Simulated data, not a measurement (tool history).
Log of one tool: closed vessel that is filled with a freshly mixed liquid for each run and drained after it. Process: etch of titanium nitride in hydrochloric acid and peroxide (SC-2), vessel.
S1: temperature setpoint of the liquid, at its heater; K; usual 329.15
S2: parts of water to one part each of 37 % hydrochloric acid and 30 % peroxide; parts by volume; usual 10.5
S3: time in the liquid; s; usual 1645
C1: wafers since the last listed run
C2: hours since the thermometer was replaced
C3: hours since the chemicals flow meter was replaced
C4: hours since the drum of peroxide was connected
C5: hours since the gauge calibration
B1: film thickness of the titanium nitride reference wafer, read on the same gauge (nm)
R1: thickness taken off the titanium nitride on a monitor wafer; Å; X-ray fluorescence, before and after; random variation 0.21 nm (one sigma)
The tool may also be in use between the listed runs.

run	hour	S1	S2	S3	C1	C2	C3	C4	C5	B1	R1
1	0.0	329.15	7.5	1645	0	1320.2	559.2	618.3	1839.7	40.01	732.6
2	53.8	329.15	7.5	1645	1721	1374.0	613.0	672.1	1893.5	40.02	727.6
3	104.4	329.15	10.5	1645	1619	1424.6	663.6	722.7	1944.1	39.99	556.4
4	162.3	329.15	10.5	1645	1853	1482.5	721.5	780.6	2002.0	39.99	557.0
5	214.1	329.15	10.5	2095	1657	1534.3	773.3	832.4	2053.8	40.03	712.2
6	281.0	329.15	10.5	2095	2141	1601.2	840.2	899.3	2120.7	40.03	707.8
# hour 338.7: new drum of peroxide connected
7	377.8	329.15	8.0	1645	3066	1698.0	937.0	39.1	2217.5	39.96	699.0
8	417.1	329.15	8.0	1645	1257	1737.3	976.3	78.4	2256.8	40.02	694.9
9	473.5	329.15	12.0	1645	1805	1793.7	1032.7	134.8	2313.2	40.03	497.4
10	545.0	329.15	12.0	1645	2288	1865.2	1104.2	206.3	2384.7	40.04	502.3
11	627.6	329.15	10.5	1645	2643	1947.8	1186.8	288.9	2467.3	40.00	561.1
12	686.5	335.15	14.5	2555	1885	2006.7	1245.7	347.8	2526.2	40.03	968.9
# hour 696.8: thermometer replaced
13	768.9	329.15	10.5	1645	2605	72.1	1328.1	430.2	2608.6	39.97	575.4
# hour 854.6: gauge calibrated
14	860.0	329.15	10.5	1645	2915	163.2	1419.2	521.3	5.4	40.01	571.6
15	917.4	332.65	6.5	2490	1837	220.6	1476.6	578.7	62.8	40.00	1606.2
16	995.3	324.65	10.5	1645	2493	298.5	1554.5	656.6	140.7	40.00	432.4
17	1085.0	329.15	10.5	1320	2871	388.2	1644.2	746.3	230.4	40.04	464.0
# hour 1095.8: thermometer replaced, repeated, since the last time left the tool worse
18	1151.4	338.65	5.5	2110	2093	55.6	1710.6	812.7	296.8	40.03	2103.1
19	1203.7	322.65	9.0	1120	1673	107.9	1762.9	865.0	349.1	40.03	273.6
# hour 1283.1: chemicals flow meter replaced
20	1295.3	329.15	14.0	1645	2899	199.5	12.2	956.6	440.7	40.04	422.4
# hour 1320.0: new drum of peroxide connected
21	1393.2	323.15	8.0	1265	3101	297.4	110.1	73.2	538.6	39.99	352.8
22	1434.7	329.15	10.5	1645	1328	338.9	151.6	114.7	580.1	39.99	545.9
23	1519.5	320.15	8.0	1920	2714	423.7	236.4	199.5	664.9	40.00	440.8
24	1564.4	329.15	10.5	1645	1437	468.6	281.3	244.4	709.8	39.99	542.8
25	1631.6	322.15	15.0	1915	2150	535.8	348.5	311.6	777.0	40.00	295.3
26	1739.2	333.65	10.5	1265	3443	643.4	456.1	419.2	884.6	40.00	557.6
27	1796.5	335.15	10.5	760	1834	700.7	513.4	476.5	941.9	40.04	369.2
28	1854.9	329.15	10.5	1645	1869	759.1	571.8	534.9	1000.3	39.98	548.2
29	1933.0	329.15	10.5	1645	2499	837.2	649.9	613.0	1078.4	40.01	548.8

Forecast each of these 4 alternatives for the next run:
A	1934.1	329.15	10.5	2465	35	838.3	651.0	614.1	1079.5	?	?
B	1934.1	326.65	13.5	1975	35	838.3	651.0	614.1	1079.5	?	?
C	1934.1	331.65	14.0	1060	35	838.3	651.0	614.1	1079.5	?	?
D	1934.1	326.15	12.5	1645	35	838.3	651.0	614.1	1079.5	?	?

run	B1	R1
A	40.00	828.6
B	40.00	455.5
C	40.00	326.4
D	40.00	392.5
Without the tool's hidden state the same runs would have given:
run	R1
A	812.8
B	446.7
C	320.2
D	384.9
